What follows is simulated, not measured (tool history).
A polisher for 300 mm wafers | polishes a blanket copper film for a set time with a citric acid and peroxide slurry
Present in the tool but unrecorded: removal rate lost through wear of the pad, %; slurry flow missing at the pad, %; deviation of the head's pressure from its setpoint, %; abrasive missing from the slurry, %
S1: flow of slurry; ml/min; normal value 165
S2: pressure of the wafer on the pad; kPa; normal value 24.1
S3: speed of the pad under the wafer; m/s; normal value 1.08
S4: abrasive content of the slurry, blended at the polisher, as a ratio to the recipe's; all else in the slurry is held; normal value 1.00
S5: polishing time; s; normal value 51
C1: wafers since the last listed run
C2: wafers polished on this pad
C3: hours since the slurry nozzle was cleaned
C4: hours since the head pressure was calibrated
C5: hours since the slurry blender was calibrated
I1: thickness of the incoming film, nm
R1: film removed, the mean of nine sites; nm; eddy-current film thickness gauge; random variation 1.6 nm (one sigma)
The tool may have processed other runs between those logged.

run   hour   S1    S2    S3    S4  S5   C1    C2     C3     C4     C5      I1     R1
  1    0.0  165  24.1  1.08  1.00  51    0   938  644.9  612.1  274.1  1165.2  131.0
  2   15.8  165  24.1  1.08  1.00  51  163  1101  660.7  627.9  289.9  1159.5  130.0
      30.5  -- worn pad replaced by a new one
  3   31.0  165  24.1  1.08  1.00  51  115     5  675.9  643.1  305.1  1165.2  133.3
  4   40.5  165  24.1  1.08  1.00  51   98   103  685.4  652.6  314.6  1146.2  130.5
  5   48.4  165  24.1  1.08  1.00  51   81   184  693.3  660.5  322.5  1151.9  132.2
  6   65.5  165  24.1  1.08  1.00  51  176   361  710.4  677.6  339.6  1177.8  132.0
  7   82.8  165  24.1  1.08  1.25  51  178   539  727.7  694.9  356.9  1157.8  136.0
  8   91.5  165  24.1  1.08  1.00  51   89   629  736.4  703.6  365.6  1155.7  131.8
  9  106.9  165  24.1  1.08  1.00  51  158   788  751.8  719.0  381.0  1163.3  131.4
 10  118.3  165  24.1  1.08  1.10  51  117   906  763.2  730.4  392.4  1164.3  134.2
 11  131.2  165  24.1  1.08  1.10  51  133  1039  776.1  743.3  405.3  1145.7  133.6
 12  145.2  165  24.1  1.08  1.00  51  144  1183  790.1  757.3  419.3  1156.4  131.2
     150.6  -- slurry nozzle cleaned
 13  155.8  180  24.1  1.08  1.00  51   99  1282    5.2  767.9  429.9  1154.1  133.6
 14  165.7  165  24.1  1.08  1.15  51  102  1384   15.1  777.8  439.8  1152.6  134.1
     175.2  -- worn pad replaced by a new one
 15  182.1  140  24.1  1.08  1.00  51  127    71   31.5  794.2  456.2  1164.9  130.0
 16  198.2  200  24.1  0.72  0.90  57  166   237   47.6  810.3  472.3  1154.1  100.7
     210.6  -- head pressure recalibrated
 17  213.7  165  24.1  1.08  1.00  35  139   376   63.1    3.1  487.8  1156.7   90.4
 18  227.8  140  31.0  0.80  1.00  46  145   522   77.2   17.2  501.9  1140.8  109.3
     236.7  -- slurry blender recalibrated
 19  237.2  165  24.1  1.08  1.00  51   76   598   86.6   26.6    0.5  1171.5  132.3
 20  245.1  185  24.1  1.08  0.90  33   81   680   94.5   34.5    8.4  1147.9   84.4
 21  257.1  165  24.1  1.44  1.00  60  123   804  106.5   46.5   20.4  1151.2  206.3
 22  263.4  165  20.0  1.08  1.00  51   65   869  112.8   52.8   26.7  1160.7  109.7
 23  275.3  130  24.1  0.78  1.00  51  122   991  124.7   64.7   38.6  1158.0   90.7
     292.1  -- worn pad replaced by a new one
 24  292.6  210  24.1  1.08  1.00  51  137     4  142.0   82.0   55.9  1152.9  135.4
 25  305.6  110  19.3  0.82  1.00  51  134   138  155.0   95.0   68.9  1179.0   74.9
 26  317.9  225  24.1  0.76  1.15  64  126   265  167.3  107.3   81.2  1174.9  124.7
 27  328.4  165  20.0  1.08  1.00  51  108   374  177.8  117.8   91.7  1169.8  110.2
 28  344.1  165  24.1  1.08  0.85  51  162   536  193.5  133.5  107.4  1150.9  127.2
 29  360.5  195  24.1  1.08  1.00  37  169   705  209.9  149.9  123.8  1142.3   96.4

Run 30, settings as shown, results not yet in. Your forecast:
 30  367.7  165  24.1  1.08  1.00  51  74  779  217.1  157.1  131.0  1178.7   ?

R1: 129.7 nm
With no hidden state in the tool, this same run would have given R1 129.7 nm.

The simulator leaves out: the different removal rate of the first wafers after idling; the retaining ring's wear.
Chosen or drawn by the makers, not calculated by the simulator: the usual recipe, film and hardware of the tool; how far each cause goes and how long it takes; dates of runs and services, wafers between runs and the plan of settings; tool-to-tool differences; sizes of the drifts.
